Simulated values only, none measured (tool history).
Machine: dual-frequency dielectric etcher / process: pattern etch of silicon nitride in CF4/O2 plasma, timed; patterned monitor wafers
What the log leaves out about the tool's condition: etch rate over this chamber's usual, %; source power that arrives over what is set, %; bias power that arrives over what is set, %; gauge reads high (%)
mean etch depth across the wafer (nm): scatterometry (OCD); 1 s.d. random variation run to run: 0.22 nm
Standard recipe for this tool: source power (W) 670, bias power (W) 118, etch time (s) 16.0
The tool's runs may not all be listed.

run,hour,source power (W),bias power (W),etch time (s),wafers since the last listed run,hours since the last wet clean,hours since the last source power generator calibration,hours since the last bias power generator calibration,hours since the last upper electrode change,hours since the gauge calibration,"read-back reference wafer on the same gauge, depth_nm",mean etch depth across the wafer (nm)
1,0.0,670,101,18.5,0,372.6,2064.9,3189.9,2459.6,884.9,38.91,40.98
2,63.1,670,101,18.5,1126,435.7,2128.0,3253.0,2522.7,948.0,38.91,41.44
# hour 115.0: gauge calibrated
3,124.1,670,101,18.5,1089,496.7,2189.0,3314.0,2583.7,9.1,38.86,41.85
4,169.8,670,138,16.0,816,542.4,2234.7,3359.7,2629.4,54.8,38.91,39.17
5,229.3,670,138,16.0,1062,601.9,2294.2,3419.2,2688.9,114.3,38.88,39.31
# hour 270.0: wet clean of the chamber
6,283.8,670,138,16.0,544,13.8,2348.7,3473.7,2743.4,168.8,38.92,37.20
7,355.3,610,118,16.0,1276,85.3,2420.2,3545.2,2814.9,240.3,38.94,32.63
8,408.4,610,118,16.0,948,138.4,2473.3,3598.3,2868.0,293.4,38.83,33.03
9,475.9,610,118,16.0,1205,205.9,2540.8,3665.8,2935.5,360.9,38.86,33.46
10,519.7,600,96,16.0,782,249.7,2584.6,3709.6,2979.3,404.7,38.90,31.28
11,545.2,600,96,16.0,455,275.2,2610.1,3735.1,3004.8,430.2,38.86,31.29
12,578.9,600,96,16.0,601,308.9,2643.8,3768.8,3038.5,463.9,38.92,31.49
13,627.4,670,118,16.0,865,357.4,2692.3,3817.3,3087.0,512.4,38.90,36.65
14,661.6,730,94,14.0,610,391.6,2726.5,3851.5,3121.2,546.6,38.93,33.10
# hour 670.2: bias power generator calibrated
15,703.0,670,118,16.0,667,433.0,2767.9,32.8,3162.6,588.0,38.90,36.64
16,729.7,720,136,20.5,476,459.7,2794.6,59.5,3189.3,614.7,38.96,52.58
# hour 782.7: upper electrode replaced
# hour 785.3: source power generator calibrated
17,787.5,670,118,16.0,558,517.5,2.2,117.3,4.8,672.5,38.93,37.25
# hour 833.4: wet clean of the chamber
18,850.9,670,142,20.0,703,17.5,65.6,180.7,68.2,735.9,38.94,46.95
19,887.2,770,98,19.0,648,53.8,101.9,217.0,104.5,772.2,38.92,47.10
# hour 925.5: gauge calibrated
20,948.2,790,109,14.0,1089,114.8,162.9,278.0,165.5,22.7,38.90,36.54
21,1019.8,670,118,13.5,1278,186.4,234.5,349.6,237.1,94.3,38.88,31.19
22,1065.9,670,118,16.0,823,232.5,280.6,395.7,283.2,140.4,38.91,37.10
23,1111.5,670,92,20.0,814,278.1,326.2,441.3,328.8,186.0,38.88,43.60
24,1151.7,670,118,16.0,717,318.3,366.4,481.5,369.0,226.2,38.90,36.63
25,1195.2,530,118,13.0,776,361.8,409.9,525.0,412.5,269.7,38.87,23.67
26,1246.1,710,102,16.0,908,412.7,460.8,575.9,463.4,320.6,38.95,38.25
27,1274.9,670,127,17.5,514,441.5,489.6,604.7,492.2,349.4,38.86,41.90

Give the tool's hidden conditions for every run:
source power that arrives over what is set, %: 0 on each run
bias power that arrives over what is set, %: 0 on each run
gauge reads high (%): 0 on each run
H1: etch rate over this chamber's usual, %
run,H1
1,3.8
2,4.34
3,4.87
4,5.26
5,5.77
6,-0.00421
7,0.608
8,1.06
9,1.64
10,2.02
11,2.23
12,2.52
13,2.94
14,3.23
15,3.59
16,3.81
17,4.31
18,1.07
19,1.38
20,1.9
21,2.51
22,2.91
23,3.3
24,3.64
25,4.02
26,4.45
27,4.7
